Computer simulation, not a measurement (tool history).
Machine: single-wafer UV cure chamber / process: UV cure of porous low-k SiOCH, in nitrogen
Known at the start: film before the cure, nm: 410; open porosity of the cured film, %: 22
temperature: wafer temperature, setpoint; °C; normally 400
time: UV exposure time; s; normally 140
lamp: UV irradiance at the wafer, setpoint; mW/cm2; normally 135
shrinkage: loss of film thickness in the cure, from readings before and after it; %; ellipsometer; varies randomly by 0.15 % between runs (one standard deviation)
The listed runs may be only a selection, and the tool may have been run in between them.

run     day  temperature  time  lamp  wafers since the last listed run  hours since the UV bulbs were replaced  wafers since the quartz window was cleaned  shrinkage
  1       0          400   105   135                                 0                                   940.3                                        1576     10.005
  2   0.267          400   105   135                                25                                   946.7                                        1601     10.143
  3   0.921          400   140   125                                62                                   962.4                                        1663     11.529
  4   1.196          400   140   152                                26                                     969                                        1690     12.096
  5   1.475          400   140   152                                26                                   975.7                                        1716     11.971
  6   1.871          400   140   116                                37                                   985.2                                        1754     10.841
  7     2.3          400   140   116                                40                                   995.5                                        1795     10.774
  8   3.021          400   140   135                                68                                  1012.8                                        1864      11.39
  9     3.4          400   140   135                                36                                  1021.9                                        1900     11.323
 10   4.096          400   140   135                                66                                  1038.6                                        1966     11.222
 11   4.742          395   140   135                                61                                  1054.1                                        2028     11.309
 12    5.35          395   140   135                                57                                  1068.7                                        2086     11.456
      5.954  -- UV bulbs replaced
 13   5.975          395   140   135                                27                                     0.5                                        2113     11.484
 14   6.038          400   205   135                                 5                                       2                                        2119     13.157
 15   6.471          400   205   135                                41                                    12.4                                        2161     13.066
 16   7.117          400   195   135                                61                                    27.9                                        2222      13.02
 17   7.371          400   140   135                                24                                      34                                        2246     11.303
 18   7.788          400   140   135                                39                                      44                                        2286     11.149
 19    8.45          400   140   135                                63                                    59.9                                        2349     11.289
 20  10.471          415   105   154                               192                                   108.4                                        2542     10.686
 21  11.025          400   205   135                                52                                   121.7                                        2595     13.265
 22  11.329          409   140   135                                28                                     129                                        2624     11.221
 23  11.688          400    55   135                                34                                   137.6                                        2658      6.745
 24  12.412          400   140   135                                69                                     155                                        2727     11.114
 25  12.708          413   100   135                                28                                   162.1                                        2755      9.756
 26  13.042          400   105   135                                31                                   170.1                                        2787      9.436
     14.571  -- quartz window cleaned
 27  14.762          391    65   114                               132                                   211.4                                          18      7.574
 28  15.275          400   215   135                                48                                   223.7                                          67     14.563
 29    15.7          400   140   135                                40                                   233.9                                         107      12.15
 30  16.008          412   140   135                                29                                   241.3                                         136     12.366
 31  16.279          410   100   135                                25                                   247.8                                         162     10.812
 32  16.896          388   140   135                                58                                   262.6                                         221     12.039
 33  17.167          395   140   135                                25                                   269.1                                         247     12.053
 34  17.833          400   140   135                                63                                   285.1                                         310      12.04
 35  18.188          389   205   135                                33                                   293.6                                         344     13.854
 36  18.483          408   110   173                                28                                   300.7                                         372     12.215
 37  19.158          381   140   135                                64                                   316.9                                         437     11.595
 38  19.546          400   140   174                                36                                   326.2                                         474     13.668

5 ways to go on from here, each from the tool as it stands after run 38. What would each give?
  A  19.567          400    80   135                                 1                                   326.7                                         476          ?
  B  19.567          415   140   135                                 1                                   326.7                                         476          ?
  C  19.567          407    65   135                                 1                                   326.7                                         476          ?
  D  19.567          415   200   135                                 1                                   326.7                                         476          ?
  E  19.567          380    80   115                                 1                                   326.7                                         476          ?

run  shrinkage
  A      9.135
  B     12.133
  C      8.295
  D     13.963
  E      8.028
With the hidden condition removed and each run's random variation left untouched, the same runs would have given:
run  shrinkage
  A      9.329
  B      12.34
  C      8.483
  D     14.178
  E      8.215
